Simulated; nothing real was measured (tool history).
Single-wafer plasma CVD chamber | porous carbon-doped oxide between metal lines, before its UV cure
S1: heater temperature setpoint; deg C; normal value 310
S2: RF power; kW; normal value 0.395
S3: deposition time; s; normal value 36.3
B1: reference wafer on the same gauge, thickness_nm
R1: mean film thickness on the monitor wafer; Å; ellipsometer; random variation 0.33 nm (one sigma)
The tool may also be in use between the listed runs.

run 1 hour=0 | S1=310 S2=0.395 S3=39.9 | B1=131.945 | R1=1642.25
run 2 hour=11.5 | S1=310 S2=0.395 S3=39.9 | B1=131.949 | R1=1640.6
run 3 hour=25.1 | S1=310 S2=0.395 S3=39.9 | B1=131.971 | R1=1634.34
run 4 hour=35.4 | S1=310 S2=0.395 S3=36.3 | B1=132.04 | R1=1493.73
run 5 hour=49.5 | S1=310 S2=0.395 S3=36.3 | B1=132.111 | R1=1501.99
run 6 hour=58.4 | S1=310 S2=0.395 S3=36.3 | B1=132.064 | R1=1504.05
run 7 hour=99.6 | S1=310 S2=0.395 S3=36.3 | B1=131.958 | R1=1495.27
-- hour=141.9 showerhead replaced
run 8 hour=142.4 | S1=310 S2=0.395 S3=36.3 | B1=132.024 | R1=1500.21
run 9 hour=149.8 | S1=310 S2=0.345 S3=36.3 | B1=132.016 | R1=1338.18
-- hour=163.7 RF generator calibrated
run 10 hour=166.3 | S1=310 S2=0.395 S3=42 | B1=132.11 | R1=1719.96
run 11 hour=189.7 | S1=310 S2=0.395 S3=42 | B1=132.099 | R1=1725.76
-- hour=211.1 gauge calibrated
run 12 hour=223.7 | S1=310 S2=0.395 S3=42 | B1=132.019 | R1=1727.88
-- hour=245.9 thermocouple changed; heater temperature recalibrated
run 13 hour=246.4 | S1=310 S2=0.395 S3=36.3 | B1=132.052 | R1=1456.09
run 14 hour=257.3 | S1=310 S2=0.395 S3=36.3 | B1=132.038 | R1=1462.29
run 15 hour=270.8 | S1=310 S2=0.33 S3=42.9 | B1=131.978 | R1=1478.13
run 16 hour=287.4 | S1=297 S2=0.395 S3=43.5 | B1=132.011 | R1=1871.92
run 17 hour=295.9 | S1=310 S2=0.395 S3=39.9 | B1=132.082 | R1=1599.98
run 18 hour=305.1 | S1=324 S2=0.32 S3=32.4 | B1=131.969 | R1=1025.4
run 19 hour=323 | S1=310 S2=0.395 S3=36.3 | B1=132.008 | R1=1465.47
run 20 hour=333.2 | S1=321 S2=0.325 S3=36.3 | B1=132.047 | R1=1179.62
run 21 hour=342.1 | S1=310 S2=0.395 S3=42.9 | B1=132.13 | R1=1723.51
run 22 hour=353.9 | S1=296 S2=0.43 S3=42.5 | B1=131.97 | R1=1965.55
run 23 hour=367.6 | S1=296 S2=0.425 S3=36.3 | B1=131.984 | R1=1681.15
run 24 hour=375.7 | S1=314 S2=0.395 S3=31.6 | B1=131.978 | R1=1250.5
run 25 hour=422.4 | S1=310 S2=0.45 S3=36.3 | B1=131.968 | R1=1624.98
run 26 hour=428.5 | S1=310 S2=0.395 S3=36.3 | B1=131.993 | R1=1469.19
run 27 hour=444.8 | S1=322 S2=0.34 S3=40.4 | B1=132.016 | R1=1355.85
run 28 hour=457.7 | S1=310 S2=0.335 S3=36.3 | B1=131.972 | R1=1291.04

A few steps of R1 between consecutive runs. Split each: what settings, incoming material and random variation would produce without the hidden state, and what is left over for the hidden state, along with gauge scatter present in only one of the two compared results (measured, and without hidden state):
Hidden conditions of the tool in this case: wafer temperature above the value expected at the setpoint (K); delivered RF power above the setpoint (%); gauge reads high (%).
Run 9 -> 10: S2 0.345 -> 0.395, S3 36.3 -> 42, RF generator calibrated. R1 +381.78 Å: hidden state +12.33, all else +369.45.
Run 12 -> 13: S3 42 -> 36.3, thermocouple changed; heater temperature recalibrated. R1 -271.79 Å: hidden state -48.72, all else -223.07.
Run 17 -> 18: S1 310 -> 324, S2 0.395 -> 0.32, S3 39.9 -> 32.4. R1 -574.58 Å: hidden state -4.53, all else -570.05.
Run 20 -> 21: S1 321 -> 310, S2 0.325 -> 0.395, S3 36.3 -> 42.9. R1 +543.89 Å: hidden state +6.51, all else +537.38.
